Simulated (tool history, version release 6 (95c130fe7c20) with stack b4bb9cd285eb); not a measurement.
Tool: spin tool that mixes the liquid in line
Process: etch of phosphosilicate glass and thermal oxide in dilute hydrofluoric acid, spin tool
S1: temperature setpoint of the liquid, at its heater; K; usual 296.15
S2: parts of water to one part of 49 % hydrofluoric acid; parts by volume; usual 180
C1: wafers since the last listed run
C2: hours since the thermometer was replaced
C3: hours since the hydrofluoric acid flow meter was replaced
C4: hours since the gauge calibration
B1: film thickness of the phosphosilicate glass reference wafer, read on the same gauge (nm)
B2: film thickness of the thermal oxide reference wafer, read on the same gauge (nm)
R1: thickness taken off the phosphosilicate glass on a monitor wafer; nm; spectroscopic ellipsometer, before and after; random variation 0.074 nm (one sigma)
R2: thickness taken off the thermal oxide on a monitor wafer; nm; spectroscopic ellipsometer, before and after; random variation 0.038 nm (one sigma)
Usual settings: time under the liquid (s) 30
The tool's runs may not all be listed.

run 1 day=0 | S1=296.15 S2=180 time_under_the_liquid_(s)=30 | C1=0 C2=2458.2 C3=938 C4=484.4 | B1=70.01 B2=109.995 | R1=10.28 R2=0.658
run 2 day=1.279 | S1=296.15 S2=180 time_under_the_liquid_(s)=30 | C1=480 C2=2488.9 C3=968.7 C4=515.1 | B1=69.99 B2=110.016 | R1=10.22 R2=0.621
run 3 day=2.154 | S1=296.15 S2=180 time_under_the_liquid_(s)=30 | C1=328 C2=2509.9 C3=989.7 C4=536.1 | B1=70.01 B2=109.995 | R1=10.21 R2=0.736
run 4 day=3.129 | S1=296.15 S2=160 time_under_the_liquid_(s)=30 | C1=366 C2=2533.3 C3=1013.1 C4=559.5 | B1=69.98 B2=109.978 | R1=11.74 R2=0.815
run 5 day=4.267 | S1=296.15 S2=180 time_under_the_liquid_(s)=30 | C1=427 C2=2560.6 C3=1040.4 C4=586.8 | B1=70 B2=110.003 | R1=10.33 R2=0.692
run 6 day=5.05 | S1=296.15 S2=180 time_under_the_liquid_(s)=30 | C1=294 C2=2579.4 C3=1059.2 C4=605.6 | B1=69.98 B2=109.96 | R1=10.21 R2=0.692
run 7 day=6.021 | S1=296.15 S2=180 time_under_the_liquid_(s)=30 | C1=365 C2=2602.7 C3=1082.5 C4=628.9 | B1=69.98 B2=110.003 | R1=10.27 R2=0.668
run 8 day=6.904 | S1=296.15 S2=180 time_under_the_liquid_(s)=30 | C1=332 C2=2623.9 C3=1103.7 C4=650.1 | B1=69.99 B2=109.996 | R1=10.22 R2=0.694
run 9 day=8.258 | S1=296.15 S2=180 time_under_the_liquid_(s)=30 | C1=509 C2=2656.4 C3=1136.2 C4=682.6 | B1=70.04 B2=109.992 | R1=10.21 R2=0.606
run 10 day=8.833 | S1=296.15 S2=180 time_under_the_liquid_(s)=25 | C1=216 C2=2670.2 C3=1150 C4=696.4 | B1=69.98 B2=109.963 | R1=8.46 R2=0.575
run 11 day=10.025 | S1=298.15 S2=240 time_under_the_liquid_(s)=30 | C1=448 C2=2698.8 C3=1178.6 C4=725 | B1=69.96 B2=110.029 | R1=7.77 R2=0.501
run 12 day=11.225 | S1=296.15 S2=180 time_under_the_liquid_(s)=30 | C1=451 C2=2727.6 C3=1207.4 C4=753.8 | B1=69.99 B2=110.012 | R1=10.2 R2=0.635
run 13 day=12.638 | S1=292.65 S2=220 time_under_the_liquid_(s)=30 | C1=531 C2=2761.5 C3=1241.3 C4=787.7 | B1=70 B2=110.007 | R1=6.98 R2=0.456
-- day=13.217 hydrofluoric acid flow meter replaced
run 14 day=13.758 | S1=296.15 S2=180 time_under_the_liquid_(s)=30 | C1=405 C2=2788.4 C3=13 C4=814.6 | B1=69.99 B2=110.003 | R1=10.27 R2=0.748
-- day=14.158 thermometer replaced
run 15 day=14.733 | S1=296.15 S2=145 time_under_the_liquid_(s)=30 | C1=350 C2=13.8 C3=36.4 C4=838 | B1=70 B2=109.99 | R1=13.28 R2=0.854
-- day=14.838 gauge calibrated
run 16 day=15.458 | S1=296.15 S2=180 time_under_the_liquid_(s)=45 | C1=272 C2=31.2 C3=53.8 C4=14.9 | B1=70.02 B2=109.987 | R1=15.44 R2=0.977
run 17 day=16.125 | S1=298.65 S2=155 time_under_the_liquid_(s)=40 | C1=250 C2=47.2 C3=69.8 C4=30.9 | B1=69.99 B2=110.005 | R1=18.08 R2=1.213
run 18 day=17.117 | S1=296.15 S2=180 time_under_the_liquid_(s)=15 | C1=372 C2=71 C3=93.6 C4=54.7 | B1=70 B2=109.989 | R1=5.03 R2=0.362
run 19 day=18.079 | S1=296.15 S2=180 time_under_the_liquid_(s)=30 | C1=361 C2=94.1 C3=116.7 C4=77.8 | B1=69.99 B2=109.998 | R1=10.14 R2=0.694
run 20 day=18.996 | S1=296.15 S2=180 time_under_the_liquid_(s)=40 | C1=344 C2=116.1 C3=138.7 C4=99.8 | B1=69.99 B2=110.01 | R1=13.8 R2=0.995
run 21 day=21.979 | S1=296.15 S2=210 time_under_the_liquid_(s)=20 | C1=1121 C2=187.7 C3=210.3 C4=171.4 | B1=70.02 B2=109.981 | R1=5.7 R2=0.392
run 22 day=23.1 | S1=300.65 S2=155 time_under_the_liquid_(s)=25 | C1=421 C2=214.6 C3=237.2 C4=198.3 | B1=70.01 B2=109.999 | R1=12.17 R2=0.736
run 23 day=24.504 | S1=297.65 S2=250 time_under_the_liquid_(s)=50 | C1=527 C2=248.3 C3=270.9 C4=232 | B1=70.01 B2=109.986 | R1=12.04 R2=0.789
run 24 day=25.625 | S1=291.65 S2=145 time_under_the_liquid_(s)=15 | C1=421 C2=275.2 C3=297.8 C4=258.9 | B1=70 B2=109.982 | R1=5.54 R2=0.379
run 25 day=26.817 | S1=291.65 S2=180 time_under_the_liquid_(s)=30 | C1=448 C2=303.8 C3=326.4 C4=287.5 | B1=70.02 B2=109.983 | R1=8.43 R2=0.522

The tool's hidden state at each run:
liquid colder than its thermometer reads (K): 0 in every run
hydrofluoric acid flow above the setpoint (%): 0 in every run
gauge reads high (%): 0 in every run
